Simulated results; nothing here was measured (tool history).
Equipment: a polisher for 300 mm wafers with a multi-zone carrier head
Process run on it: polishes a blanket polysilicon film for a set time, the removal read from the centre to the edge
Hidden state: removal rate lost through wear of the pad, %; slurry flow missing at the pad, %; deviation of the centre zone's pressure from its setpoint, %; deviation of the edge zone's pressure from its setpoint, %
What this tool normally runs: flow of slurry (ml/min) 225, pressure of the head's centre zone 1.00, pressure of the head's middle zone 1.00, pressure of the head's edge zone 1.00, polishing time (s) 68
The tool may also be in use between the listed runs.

run,hour,flow of slurry (ml/min),pressure of the head's centre zone,pressure of the head's middle zone,pressure of the head's edge zone,polishing time (s),wafers since the last listed run,wafers polished on this pad,hours since the slurry nozzle was cleaned,hours since the centre zone pressure was calibrated,hours since the edge zone pressure was calibrated,hours since the carrier head's membrane was replaced,"incoming thickness of the incoming film, nm",film removed at the wafer's centre (Å),film removed at mid-radius (Å),film removed at the wafer's edge (Å)
1,0.0,225,1.00,1.06,1.00,68,0,252,11.7,754.0,295.8,951.3,1538.4,3559,3386,3220
2,31.5,225,1.00,1.06,1.00,68,186,439,43.2,785.5,327.3,982.8,1525.3,3751,3360,3260
3,50.9,225,1.00,1.06,1.00,68,114,554,62.6,804.9,346.7,1002.2,1513.4,3650,3354,3228
# hour 124.8: worn pad replaced by a new one
4,135.8,225,1.00,1.00,1.00,68,478,65,147.5,889.8,431.6,1087.1,1566.6,3625,3288,3176
5,169.2,225,1.00,1.00,1.00,68,197,262,180.9,923.2,465.0,1120.5,1514.6,3794,3216,3280
6,184.5,225,1.00,1.00,1.00,68,90,353,196.2,938.5,480.3,1135.8,1542.0,3812,3202,3254
7,207.3,245,1.00,1.00,1.00,68,134,488,219.0,961.3,503.1,1158.6,1530.0,3786,3271,3231
# hour 209.5: centre zone pressure recalibrated
# hour 210.6: edge zone pressure recalibrated
8,241.2,225,1.00,1.00,1.00,68,182,670,252.9,31.7,30.6,1192.5,1555.0,3263,3312,3207
9,254.6,225,1.00,1.00,1.00,68,79,750,266.3,45.1,44.0,1205.9,1536.1,3316,3218,3228
10,270.8,225,1.00,1.00,1.00,68,95,846,282.5,61.3,60.2,1222.1,1527.9,3340,3205,3265
# hour 280.0: worn pad replaced by a new one
11,295.0,225,1.03,1.09,1.07,90,119,88,306.7,85.5,84.4,1246.3,1513.4,4699,4615,4350
# hour 301.2: slurry nozzle cleaned
# hour 310.5: carrier head's membrane replaced by a new one
12,316.3,225,1.00,1.00,1.00,68,90,179,15.1,106.8,105.7,5.8,1549.0,3418,3198,3258
13,338.9,225,1.09,1.03,0.90,83,133,313,37.7,129.4,128.3,28.4,1549.6,4518,4013,3745
14,351.2,225,1.00,1.00,1.00,68,72,385,50.0,141.7,140.6,40.7,1543.7,3316,3226,3233
15,375.3,225,1.00,1.00,0.91,68,142,528,74.1,165.8,164.7,64.8,1519.6,3400,3269,3115
16,410.2,225,1.00,1.05,1.00,68,206,735,109.0,200.7,199.6,99.7,1544.0,3384,3419,3286
# hour 428.5: worn pad replaced by a new one
17,432.6,285,1.00,1.00,1.06,68,108,24,131.4,223.1,222.0,122.1,1567.4,3547,3338,3325
18,445.1,260,1.00,1.07,0.90,51,74,98,143.9,235.6,234.5,134.6,1560.5,2573,2606,2351

Measured less the same run without the tool's hidden state. The same run-to-run variation is in both; the gauge's scatter may not be:
run,film removed at the wafer's centre (Å)
1,+251
2,+286
3,+290
4,+348
5,+389
6,+403
7,+417
8,-32
9,-33
10,-32
11,-43
12,-29
13,-36
14,-25
15,-22
16,-15
17,-11
18,-6
For film removed at mid-radius (Å), the value without the hidden state is never more than 2 from the measured value.
film removed at the wafer's edge (Å): measured minus the no-hidden-state value equals 0 in all runs.

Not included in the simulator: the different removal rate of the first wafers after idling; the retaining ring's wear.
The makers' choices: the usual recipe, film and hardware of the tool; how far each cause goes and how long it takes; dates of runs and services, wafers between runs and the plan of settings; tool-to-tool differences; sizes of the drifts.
